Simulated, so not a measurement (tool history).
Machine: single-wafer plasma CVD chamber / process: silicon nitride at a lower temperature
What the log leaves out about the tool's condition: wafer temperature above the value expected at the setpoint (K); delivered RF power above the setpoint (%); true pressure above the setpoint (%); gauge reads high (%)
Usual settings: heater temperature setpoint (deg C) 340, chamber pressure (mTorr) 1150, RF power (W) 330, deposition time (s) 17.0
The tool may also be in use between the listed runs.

run	day	heater temperature setpoint (deg C)	chamber pressure (mTorr)	RF power (W)	deposition time (s)	wafers since the last listed run	hours since the last thermocouple change	hours since the last RF generator calibration	hours since the last manometer calibration	hours since the showerhead was replaced	hours since the gauge calibration	read-back reference wafer on the same gauge, thickness_nm	mean film thickness on the monitor wafer (angstrom)
1	0.000	340	1240	330	17.0	0	1899.7	2649.7	1683.4	7608.3	883.9	19.900	212.42
2	1.429	340	1150	330	17.0	549	1934.0	2684.0	1717.7	7642.6	918.2	19.891	209.07
3	2.858	340	1150	330	17.0	549	1968.3	2718.3	1752.0	7676.9	952.5	19.893	207.06
4	4.333	340	1150	330	17.0	566	2003.7	2753.7	1787.4	7712.3	987.9	19.904	207.37
# day 4.875: RF generator calibrated
5	5.008	340	1150	330	17.0	131	2019.9	3.2	1803.6	7728.5	1004.1	19.899	203.19
# day 5.271: gauge calibrated
6	6.079	350	1150	330	17.0	411	2045.6	28.9	1829.3	7754.2	19.4	19.910	201.11
7	6.767	340	1150	330	17.0	264	2062.1	45.4	1845.8	7770.7	35.9	19.911	201.99
8	7.533	340	1150	330	17.0	294	2080.5	63.8	1864.2	7789.1	54.3	19.879	201.47
9	8.271	340	1150	330	17.0	283	2098.2	81.5	1881.9	7806.8	72.0	19.879	202.31
10	9.117	340	1150	330	17.0	324	2118.5	101.8	1902.2	7827.1	92.3	19.895	202.24
11	10.562	352	1150	290	19.3	555	2153.2	136.5	1936.9	7861.8	127.0	19.910	213.14
12	11.146	332	1150	345	17.0	224	2167.2	150.5	1950.9	7875.8	141.0	19.916	207.66
13	11.679	340	1150	375	19.9	204	2180.0	163.3	1963.7	7888.6	153.8	19.902	255.00
# day 12.117: thermocouple changed; heater temperature recalibrated
14	12.283	330	1070	285	17.0	104	4.0	177.8	1978.2	7903.1	168.3	19.894	182.04
15	12.950	340	1150	330	17.0	256	20.0	193.8	1994.2	7919.1	184.3	19.911	202.83
# day 13.833: RF generator calibrated, repeated, since the last time left the tool worse
# day 13.908: capacitance manometer re-zeroed and calibrated
16	13.929	336	1370	330	17.0	220	43.5	2.3	0.5	7942.6	207.8	19.893	227.83
# day 15.358: showerhead replaced
17	15.379	340	1150	330	17.0	429	78.3	37.1	35.3	0.5	242.6	19.897	214.17
18	15.912	340	1150	330	17.0	204	91.1	49.9	48.1	13.3	255.4	19.902	214.07
19	16.892	340	1020	330	17.0	376	114.6	73.4	71.6	36.8	278.9	19.915	204.34
20	17.725	340	1150	330	17.0	320	134.6	93.4	91.6	56.8	298.9	19.894	215.06
21	18.846	353	1010	365	14.9	430	161.5	120.3	118.5	83.7	325.8	19.905	187.00
22	19.392	340	1150	330	17.0	209	174.6	133.4	131.6	96.8	338.9	19.902	214.69
23	20.483	352	1150	290	19.3	419	200.8	159.6	157.8	123.0	365.1	19.898	225.65
24	21.721	340	1340	280	19.5	475	230.5	189.3	187.5	152.7	394.8	19.912	237.83
25	22.596	353	1410	310	19.6	336	251.5	210.3	208.5	173.7	415.8	19.914	257.27
26	23.654	340	930	330	17.0	406	276.9	235.7	233.9	199.1	441.2	19.898	195.74
27	24.379	346	1380	330	19.4	278	294.3	253.1	251.3	216.5	458.6	19.906	261.03
28	26.842	340	1150	330	17.0	946	353.4	312.2	310.4	275.6	517.7	19.890	213.13

Predict the results of run 29:
29	27.512	332	1150	295	17.0	257	369.5	328.3	326.5	291.7	533.8	?	?

read-back reference wafer on the same gauge, thickness_nm: 19.891
mean film thickness on the monitor wafer (angstrom): 202.95
Take away the tool's hidden state, keep the run-to-run variation as it was, and the same run would have given mean film thickness on the monitor wafer (angstrom) 203.40.
